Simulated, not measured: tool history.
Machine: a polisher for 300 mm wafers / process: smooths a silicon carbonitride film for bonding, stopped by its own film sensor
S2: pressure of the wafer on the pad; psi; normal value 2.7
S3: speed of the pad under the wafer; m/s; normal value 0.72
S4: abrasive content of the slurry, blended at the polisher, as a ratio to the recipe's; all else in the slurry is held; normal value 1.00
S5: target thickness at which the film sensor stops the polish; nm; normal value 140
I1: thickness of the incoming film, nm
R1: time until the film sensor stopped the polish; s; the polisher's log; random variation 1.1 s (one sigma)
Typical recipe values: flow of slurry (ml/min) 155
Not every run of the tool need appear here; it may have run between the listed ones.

run 1 day=0.000 | flow_of_slurry_(ml/min)=155 S2=2.7 S3=0.72 S4=0.90 S5=140 | I1=171.4 | R1=121.0
run 2 day=0.596 | flow_of_slurry_(ml/min)=155 S2=2.7 S3=0.72 S4=0.90 S5=140 | I1=166.7 | R1=103.4
run 3 day=0.979 | flow_of_slurry_(ml/min)=110 S2=2.7 S3=0.72 S4=1.15 S5=140 | I1=168.6 | R1=109.5
run 4 day=1.638 | flow_of_slurry_(ml/min)=155 S2=2.7 S3=0.72 S4=1.00 S5=140 | I1=170.0 | R1=114.8
run 5 day=2.350 | flow_of_slurry_(ml/min)=155 S2=2.7 S3=0.72 S4=1.00 S5=140 | I1=168.4 | R1=106.6
-- day=2.683 worn pad replaced by a new one
run 6 day=2.871 | flow_of_slurry_(ml/min)=180 S2=3.3 S3=0.72 S4=1.00 S5=140 | I1=170.1 | R1=91.2
run 7 day=3.400 | flow_of_slurry_(ml/min)=180 S2=3.3 S3=0.72 S4=1.00 S5=140 | I1=168.1 | R1=85.0
run 8 day=3.725 | flow_of_slurry_(ml/min)=195 S2=2.7 S3=0.72 S4=1.00 S5=140 | I1=169.9 | R1=111.2
run 9 day=4.192 | flow_of_slurry_(ml/min)=195 S2=2.7 S3=0.72 S4=1.00 S5=140 | I1=167.3 | R1=101.0
run 10 day=4.617 | flow_of_slurry_(ml/min)=195 S2=2.7 S3=0.72 S4=1.00 S5=140 | I1=169.9 | R1=111.7
-- day=5.154 slurry blender recalibrated
run 11 day=5.279 | flow_of_slurry_(ml/min)=155 S2=2.7 S3=0.72 S4=1.00 S5=140 | I1=167.5 | R1=113.4
run 12 day=6.025 | flow_of_slurry_(ml/min)=155 S2=2.7 S3=0.72 S4=1.00 S5=140 | I1=172.2 | R1=136.9
run 13 day=6.300 | flow_of_slurry_(ml/min)=155 S2=2.7 S3=0.72 S4=1.00 S5=140 | I1=170.0 | R1=129.4
run 14 day=6.592 | flow_of_slurry_(ml/min)=110 S2=2.7 S3=0.72 S4=1.00 S5=140 | I1=169.6 | R1=140.5
run 15 day=7.017 | flow_of_slurry_(ml/min)=155 S2=2.7 S3=0.72 S4=0.90 S5=140 | I1=169.7 | R1=140.5
run 16 day=7.662 | flow_of_slurry_(ml/min)=155 S2=2.0 S3=0.72 S4=1.00 S5=140 | I1=169.0 | R1=177.6
-- day=7.921 slurry blender recalibrated, repeated, since the last time left the tool worse
run 17 day=8.275 | flow_of_slurry_(ml/min)=155 S2=2.7 S3=0.72 S4=1.25 S5=140 | I1=169.4 | R1=97.5
-- day=8.521 worn pad replaced by a new one
run 18 day=8.796 | flow_of_slurry_(ml/min)=130 S2=2.7 S3=0.72 S4=1.20 S5=149 | I1=167.7 | R1=66.6
-- day=8.971 head pressure recalibrated
run 19 day=9.271 | flow_of_slurry_(ml/min)=140 S2=2.7 S3=0.72 S4=1.00 S5=140 | I1=170.0 | R1=113.8
-- day=9.479 slurry nozzle cleaned
run 20 day=9.533 | flow_of_slurry_(ml/min)=155 S2=2.7 S3=0.72 S4=1.00 S5=140 | I1=171.8 | R1=116.8
run 21 day=10.138 | flow_of_slurry_(ml/min)=130 S2=2.7 S3=0.72 S4=1.20 S5=149 | I1=167.3 | R1=66.6
run 22 day=10.388 | flow_of_slurry_(ml/min)=155 S2=2.7 S3=0.66 S4=1.00 S5=140 | I1=169.8 | R1=122.2
run 23 day=10.804 | flow_of_slurry_(ml/min)=185 S2=2.7 S3=0.86 S4=1.00 S5=146 | I1=169.6 | R1=76.4
run 24 day=11.412 | flow_of_slurry_(ml/min)=155 S2=2.7 S3=0.88 S4=1.00 S5=140 | I1=169.9 | R1=97.8
run 25 day=11.808 | flow_of_slurry_(ml/min)=105 S2=2.7 S3=0.80 S4=0.75 S5=133 | I1=171.7 | R1=168.6
run 26 day=12.262 | flow_of_slurry_(ml/min)=155 S2=2.7 S3=0.72 S4=1.00 S5=140 | I1=166.7 | R1=102.8

4 options for the next run, each taken on its own from the tool as it stands now. Forecast them:
run A day=12.283 | flow_of_slurry_(ml/min)=155 S2=2.1 S3=0.72 S4=1.00 S5=140 | I1=168.3 | R1=?
run B day=12.283 | flow_of_slurry_(ml/min)=155 S2=1.9 S3=0.72 S4=1.00 S5=140 | I1=168.3 | R1=?
run C day=12.283 | flow_of_slurry_(ml/min)=200 S2=3.6 S3=0.72 S4=0.90 S5=146 | I1=168.3 | R1=?
run D day=12.283 | flow_of_slurry_(ml/min)=195 S2=3.1 S3=0.72 S4=1.00 S5=140 | I1=168.3 | R1=?

run=A R1=138.2
run=B R1=152.8
run=C R1=63.6
run=D R1=90.2
The same runs, with their run-to-run variation unchanged, on a tool lacking any hidden condition would have given:
run=A R1=129.5
run=B R1=143.1
run=C R1=59.4
run=D R1=84.5

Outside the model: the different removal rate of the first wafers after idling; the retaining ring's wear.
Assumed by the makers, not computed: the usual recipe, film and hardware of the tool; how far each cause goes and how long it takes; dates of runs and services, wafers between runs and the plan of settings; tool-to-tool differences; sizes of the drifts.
